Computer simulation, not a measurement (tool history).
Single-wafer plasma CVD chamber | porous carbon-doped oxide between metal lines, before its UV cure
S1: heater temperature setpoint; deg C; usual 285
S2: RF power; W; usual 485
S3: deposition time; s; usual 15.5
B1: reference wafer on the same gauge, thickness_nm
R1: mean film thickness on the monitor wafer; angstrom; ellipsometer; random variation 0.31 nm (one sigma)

{"run": 1, "hour": 0.0, "S1": 280, "S2": 485, "S3": 15.5, "B1": 106.034, "R1": 984.61}
{"run": 2, "hour": 91.5, "S1": 280, "S2": 485, "S3": 15.5, "B1": 106.044, "R1": 983.48}
{"run": 3, "hour": 180.1, "S1": 280, "S2": 485, "S3": 15.5, "B1": 106.088, "R1": 986.54}
{"run": 4, "hour": 227.1, "S1": 285, "S2": 485, "S3": 15.5, "B1": 106.198, "R1": 947.98}
{"hour": 275.2, "done": "gauge calibrated"}
{"run": 5, "hour": 352.2, "S1": 285, "S2": 485, "S3": 15.5, "B1": 106.067, "R1": 950}
{"run": 6, "hour": 415.2, "S1": 285, "S2": 485, "S3": 15.5, "B1": 106.041, "R1": 943.75}
{"run": 7, "hour": 481.6, "S1": 285, "S2": 485, "S3": 15.5, "B1": 106.15, "R1": 952.87}
{"run": 8, "hour": 536.2, "S1": 285, "S2": 485, "S3": 15.5, "B1": 106.151, "R1": 951.9}
{"run": 9, "hour": 610.6, "S1": 285, "S2": 485, "S3": 16.2, "B1": 106.035, "R1": 998.29}
{"run": 10, "hour": 685.1, "S1": 285, "S2": 485, "S3": 16.2, "B1": 106.105, "R1": 1000.49}
{"run": 11, "hour": 789.7, "S1": 285, "S2": 485, "S3": 16.2, "B1": 106.004, "R1": 995.52}
{"hour": 815.8, "done": "RF generator calibrated"}
{"run": 12, "hour": 875.7, "S1": 294, "S2": 485, "S3": 13.3, "B1": 106.071, "R1": 772.23}
{"run": 13, "hour": 1030.4, "S1": 278, "S2": 485, "S3": 15.5, "B1": 106.099, "R1": 1006.74}
{"run": 14, "hour": 1127.7, "S1": 285, "S2": 520, "S3": 14.3, "B1": 106.09, "R1": 920.43}
{"run": 15, "hour": 1175.6, "S1": 285, "S2": 530, "S3": 15.5, "B1": 106.211, "R1": 1011.51}
{"run": 16, "hour": 1241.1, "S1": 274, "S2": 570, "S3": 16.4, "B1": 106.005, "R1": 1208.49}
{"hour": 1264.8, "done": "showerhead replaced"}
{"run": 17, "hour": 1278.9, "S1": 294, "S2": 545, "S3": 13.2, "B1": 106.03, "R1": 821.41}
{"run": 18, "hour": 1326.7, "S1": 276, "S2": 545, "S3": 16.4, "B1": 106.033, "R1": 1154.85}
{"hour": 1344.4, "done": "thermocouple changed; heater temperature recalibrated"}
{"run": 19, "hour": 1498.8, "S1": 290, "S2": 485, "S3": 13.6, "B1": 106.016, "R1": 794.8}
{"run": 20, "hour": 1596.3, "S1": 285, "S2": 430, "S3": 17.9, "B1": 106.052, "R1": 984.45}
{"run": 21, "hour": 1693.5, "S1": 285, "S2": 485, "S3": 15.5, "B1": 106.047, "R1": 937.81}
{"hour": 1733.4, "done": "RF generator calibrated"}
{"run": 22, "hour": 1754.0, "S1": 279, "S2": 410, "S3": 16.6, "B1": 106.109, "R1": 931.71}
{"run": 23, "hour": 1835.5, "S1": 285, "S2": 580, "S3": 15.5, "B1": 106.122, "R1": 1059.15}
{"hour": 1900.5, "done": "gauge calibrated"}
{"run": 24, "hour": 1940.9, "S1": 285, "S2": 485, "S3": 14.2, "B1": 106.012, "R1": 860.44}
{"run": 25, "hour": 2022.3, "S1": 285, "S2": 485, "S3": 18.6, "B1": 106.04, "R1": 1125.35}
{"run": 26, "hour": 2115.2, "S1": 280, "S2": 485, "S3": 15.5, "B1": 106.131, "R1": 982.55}
{"run": 27, "hour": 2168.2, "S1": 285, "S2": 485, "S3": 15.5, "B1": 105.983, "R1": 940.28}
{"run": 28, "hour": 2210.2, "S1": 285, "S2": 455, "S3": 15.5, "B1": 106.053, "R1": 906.57}
{"run": 29, "hour": 2249.1, "S1": 285, "S2": 485, "S3": 15.5, "B1": 105.975, "R1": 946.21}
{"run": 30, "hour": 2287.9, "S1": 298, "S2": 405, "S3": 16.9, "B1": 106.133, "R1": 828}
{"run": 31, "hour": 2365.4, "S1": 294, "S2": 515, "S3": 13.3, "B1": 106.225, "R1": 793.59}
{"run": 32, "hour": 2470.6, "S1": 285, "S2": 485, "S3": 15.5, "B1": 105.985, "R1": 945.63}
{"run": 33, "hour": 2571.6, "S1": 279, "S2": 560, "S3": 15.5, "B1": 106.078, "R1": 1087.12}
{"run": 34, "hour": 2624.8, "S1": 285, "S2": 450, "S3": 15.5, "B1": 106.13, "R1": 906.9}

The tool's hidden state at each run:
delivered RF power above the setpoint (%): 0 in every run
gauge reads high (%): 0 in every run
H1: wafer temperature above the value expected at the setpoint (K)
run=1 H1=-2.5
run=2 H1=-2.6
run=3 H1=-2.7
run=4 H1=-2.74
run=5 H1=-2.84
run=6 H1=-2.89
run=7 H1=-2.94
run=8 H1=-2.97
run=9 H1=-3.02
run=10 H1=-3.06
run=11 H1=-3.11
run=12 H1=-3.14
run=13 H1=-3.2
run=14 H1=-3.23
run=15 H1=-3.24
run=16 H1=-3.26
run=17 H1=-3.27
run=18 H1=-3.28
run=19 H1=-0.0747
run=20 H1=-0.433
run=21 H1=-0.748
run=22 H1=-0.926
run=23 H1=-1.14
run=24 H1=-1.4
run=25 H1=-1.57
run=26 H1=-1.75
run=27 H1=-1.84
run=28 H1=-1.91
run=29 H1=-1.97
run=30 H1=-2.02
run=31 H1=-2.13
run=32 H1=-2.26
run=33 H1=-2.37
run=34 H1=-2.42
